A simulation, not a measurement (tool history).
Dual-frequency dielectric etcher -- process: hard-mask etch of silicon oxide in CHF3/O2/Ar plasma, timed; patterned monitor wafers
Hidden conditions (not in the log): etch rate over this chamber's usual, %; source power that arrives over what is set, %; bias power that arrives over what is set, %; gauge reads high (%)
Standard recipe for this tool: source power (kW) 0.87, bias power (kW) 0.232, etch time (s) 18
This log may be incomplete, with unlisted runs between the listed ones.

| run | hour | source power (kW) | bias power (kW) | etch time (s) | wafers since the last listed run | hours since the last wet clean | hours since the last source power generator calibration | hours since the last bias power generator calibration | hours since the last upper electrode change | hours since the gauge calibration | read-back reference wafer on the same gauge, depth_nm | mean etch depth across the wafer (Å) |
|---|---|---|---|---|---|---|---|---|---|---|---|---|
| 1 | 0 | 0.87 | 0.232 | 13.5 | 0 | 443.8 | 1400.1 | 3071.1 | 3254.7 | 1419.4 | 49.46 | 342.8 |
| 2 | 64.2 | 0.87 | 0.232 | 13.5 | 771 | 508 | 1464.3 | 3135.3 | 3318.9 | 1483.6 | 49.48 | 343.4 |
| 3 | 132.7 | 0.87 | 0.232 | 18 | 822 | 576.5 | 1532.8 | 3203.8 | 3387.4 | 1552.1 | 49.44 | 458 |
|  | 176.1 | wet clean of the chamber |
| 4 | 176.6 | 0.87 | 0.232 | 18 | 239 | 0.5 | 1576.7 | 3247.7 | 3431.3 | 1596 | 49.49 | 456.3 |
| 5 | 203 | 0.87 | 0.232 | 18 | 317 | 26.9 | 1603.1 | 3274.1 | 3457.7 | 1622.4 | 49.47 | 458.5 |
| 6 | 248.5 | 0.87 | 0.232 | 18 | 546 | 72.4 | 1648.6 | 3319.6 | 3503.2 | 1667.9 | 49.5 | 456.5 |
|  | 292.6 | gauge calibrated |
| 7 | 312.3 | 0.87 | 0.232 | 18 | 766 | 136.2 | 1712.4 | 3383.4 | 3567 | 19.7 | 49.51 | 457.8 |
| 8 | 365.8 | 0.77 | 0.232 | 18 | 642 | 189.7 | 1765.9 | 3436.9 | 3620.5 | 73.2 | 49.5 | 438.2 |
| 9 | 392.9 | 0.87 | 0.232 | 18 | 325 | 216.8 | 1793 | 3464 | 3647.6 | 100.3 | 49.48 | 457.7 |
|  | 461.9 | upper electrode replaced |
| 10 | 462.4 | 0.87 | 0.232 | 18 | 546 | 286.3 | 1862.5 | 3533.5 | 0.5 | 169.8 | 49.48 | 456.7 |
| 11 | 487.9 | 0.97 | 0.256 | 18 | 306 | 311.8 | 1888 | 3559 | 26 | 195.3 | 49.48 | 487.9 |
| 12 | 526.9 | 0.87 | 0.232 | 15 | 468 | 350.8 | 1927 | 3598 | 65 | 234.3 | 49.52 | 380.6 |
| 13 | 569 | 0.87 | 0.232 | 18 | 505 | 392.9 | 1969.1 | 3640.1 | 107.1 | 276.4 | 49.47 | 456.1 |
| 14 | 639.8 | 0.87 | 0.266 | 18 | 850 | 463.7 | 2039.9 | 3710.9 | 177.9 | 347.2 | 49.49 | 474.3 |
| 15 | 671.9 | 1.06 | 0.232 | 18 | 385 | 495.8 | 2072 | 3743 | 210 | 379.3 | 49.49 | 489.3 |
|  | 748.1 | bias power generator calibrated |
|  | 751.9 | wet clean of the chamber |
| 16 | 752.4 | 0.87 | 0.232 | 18 | 873 | 0.5 | 2152.5 | 4.3 | 290.5 | 459.8 | 49.53 | 459.4 |
| 17 | 776.5 | 0.7 | 0.265 | 19.5 | 289 | 24.6 | 2176.6 | 28.4 | 314.6 | 483.9 | 49.5 | 477.6 |
| 18 | 806.6 | 0.87 | 0.181 | 15 | 361 | 54.7 | 2206.7 | 58.5 | 344.7 | 514 | 49.51 | 358.7 |
| 19 | 839 | 0.99 | 0.209 | 15.5 | 389 | 87.1 | 2239.1 | 90.9 | 377.1 | 546.4 | 49.5 | 402.5 |
| 20 | 908.9 | 0.87 | 0.261 | 21 | 839 | 157 | 2309 | 160.8 | 447 | 616.3 | 49.48 | 552.1 |
| 21 | 942.8 | 1.03 | 0.178 | 12.5 | 407 | 190.9 | 2342.9 | 194.7 | 480.9 | 650.2 | 49.47 | 317.5 |

The next listed run, before its measurement:
|  | 994.9 | source power generator calibrated |
| 22 | 1004.7 | 0.87 | 0.278 | 18 | 695 | 252.8 | 9.8 | 256.6 | 542.8 | 712.1 | ? | ? |

{"run 22": {"read-back reference wafer on the same gauge, depth_nm": 49.53, "mean etch depth across the wafer (Å)": 480.9}}
With the hidden condition absent and the run-to-run variation left alone, this run would have shown mean etch depth across the wafer (Å) 480.9.

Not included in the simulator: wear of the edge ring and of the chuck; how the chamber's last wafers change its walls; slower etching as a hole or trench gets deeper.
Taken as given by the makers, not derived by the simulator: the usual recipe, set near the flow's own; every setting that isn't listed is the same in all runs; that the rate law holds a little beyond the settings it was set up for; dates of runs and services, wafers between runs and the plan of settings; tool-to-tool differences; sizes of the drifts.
